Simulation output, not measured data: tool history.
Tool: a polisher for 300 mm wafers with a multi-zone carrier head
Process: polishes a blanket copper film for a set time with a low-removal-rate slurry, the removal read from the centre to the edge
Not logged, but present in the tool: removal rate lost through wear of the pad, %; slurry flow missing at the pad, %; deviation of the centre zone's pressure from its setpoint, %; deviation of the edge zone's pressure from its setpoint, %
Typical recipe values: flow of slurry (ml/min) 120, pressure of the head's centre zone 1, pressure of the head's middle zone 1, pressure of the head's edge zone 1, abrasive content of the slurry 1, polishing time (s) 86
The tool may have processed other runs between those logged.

run     day  flow of slurry (ml/min)  pressure of the head's centre zone  pressure of the head's middle zone  pressure of the head's edge zone  abrasive content of the slurry  polishing time (s)  wafers since the last listed run  wafers polished on this pad  hours since the slurry nozzle was cleaned  hours since the centre zone pressure was calibrated  hours since the edge zone pressure was calibrated  hours since the carrier head's membrane was replaced  incoming thickness of the incoming film, nm  film removed at the wafer's centre (Å)  film removed at mid-radius (Å)  film removed at the wafer's edge (Å)
  1       0                      120                                   1                                   1                                 1                               1                  86                                 0                          792                                         81                                                421.2                                             1184.9                                                    11                                       1553.7                                    2612                            2652                                  2515
  2   0.779                      120                                 1.1                                   1                                 1                               1                  86                               212                         1004                                       99.7                                                439.9                                             1203.6                                                  29.7                                       1533.1                                    2824                            2623                                  2623
  3   1.383                      120                                   1                                   1                                 1                               1                  86                               164                         1169                                      114.2                                                454.4                                             1218.1                                                  44.2                                       1537.9                                    2557                            2619                                  2588
  4   2.454                      135                                   1                                   1                                 1                               1                  86                               291                         1460                                      139.9                                                480.1                                             1243.8                                                  69.9                                         1530                                    2622                            2704                                  2602
      3.217  -- edge zone pressure recalibrated
  5   3.808                      150                                 0.9                                1.06                                 1                               1                 113                               346                         1806                                      172.4                                                512.6                                               14.2                                                 102.4                                       1558.8                                    3100                            3771                                  3419
  6   4.788                      120                                   1                                   1                                 1                               1                  86                               266                         2073                                      195.9                                                536.1                                               37.7                                                 125.9                                       1531.6                                    2578                            2629                                  2581
  7   5.629                      120                                   1                                   1                                 1                               1                  64                               229                         2302                                      216.1                                                556.3                                               57.9                                                 146.1                                       1550.8                                    1911                            1947                                  1893
  8   6.775                      120                                   1                                   1                                 1                               1                  86                               312                         2614                                      243.6                                                583.8                                               85.4                                                 173.6                                       1525.2                                    2517                            2558                                  2552
      7.388  -- worn pad replaced by a new one
  9   7.504                      120                                0.94                                   1                                 1                               1                  65                               153                           31                                      261.1                                                601.3                                              102.9                                                 191.1                                       1552.8                                    1793                            1988                                  1918
 10   8.875                      120                                0.92                                1.04                                 1                               1                  99                               373                          404                                        294                                                634.2                                              135.8                                                   224                                         1558                                    2721                            3148                                  3018
 11  10.154                      120                                   1                                0.94                                 1                             0.9                  86                               348                          753                                      324.7                                                664.9                                              166.5                                                 254.7                                       1530.4                                    2484                            2445                                  2515
 12  10.679                      120                                   1                                   1                                 1                               1                  86                               142                          895                                      337.3                                                677.5                                              179.1                                                 267.3                                         1545                                    2525                            2609                                  2619
     10.975  -- centre zone pressure recalibrated
 13  11.396                      120                                   1                                0.97                              1.08                             1.2                  77                               172                         1068                                      354.5                                                 10.1                                              196.3                                                 284.5                                       1537.2                                    2464                            2381                                  2527
 14  12.229                       95                                   1                                0.91                                 1                             1.2                  86                               226                         1295                                      374.5                                                 30.1                                              216.3                                                 304.5                                       1561.2                                    2704                            2462                                  2586
 15  13.121                      120                                1.11                                   1                                 1                             1.3                  86                               242                         1538                                      395.9                                                 51.5                                              237.7                                                 325.9                                         1551                                    3101                            2749                                  2679
 16  14.604                      120                                   1                                0.96                              0.93                               1                  86                               403                         1942                                      431.5                                                 87.1                                              273.3                                                 361.5                                       1568.4                                    2581                            2463                                  2523
 17  15.304                      120                                0.95                                0.93                              0.91                             1.2                  86                               190                         2132                                      448.3                                                103.9                                              290.1                                                 378.3                                       1577.2                                    2605                            2600                                  2532
     15.562  -- worn pad replaced by a new one
 18  16.775                      120                                   1                                   1                                 1                               1                  86                               355                          330                                      483.6                                                139.2                                              325.4                                                 413.6                                       1554.3                                    2632                            2525                                  2519
     17.042  -- slurry nozzle cleaned
 19  17.733                      120                                   1                                0.89                                 1                               1                  86                               249                          580                                       16.6                                                162.2                                              348.4                                                 436.6                                       1571.7                                    2613                            2387                                  2521
 20  20.671                      120                                   1                                   1                              0.96                               1                  86                               800                         1380                                       87.1                                                232.7                                              418.9                                                 507.1                                       1554.5                                    2632                            2624                                  2568

Below, some changes in film removed at the wafer's centre (Å) between adjacent runs. For each, the amount present without the hidden state too (settings, incoming material, random variation) and the amount remaining for the hidden state with gauge scatter not shared by both compared results:
Run 8 -> 9: pressure of the head's centre zone 1 -> 0.94, polishing time (s) 86 -> 65, worn pad replaced by a new one. film removed at the wafer's centre (Å) -724: hidden state +22, all else -746.
Run 9 -> 10: pressure of the head's centre zone 0.94 -> 0.92, pressure of the head's middle zone 1 -> 1.04, polishing time (s) 65 -> 99. film removed at the wafer's centre (Å) +928: hidden state -39, all else +967.
Run 12 -> 13: pressure of the head's middle zone 1 -> 0.97, pressure of the head's edge zone 1 -> 1.08, abrasive content of the slurry 1 -> 1.2, polishing time (s) 86 -> 77, centre zone pressure recalibrated. film removed at the wafer's centre (Å) -61: hidden state +115, all else -176.
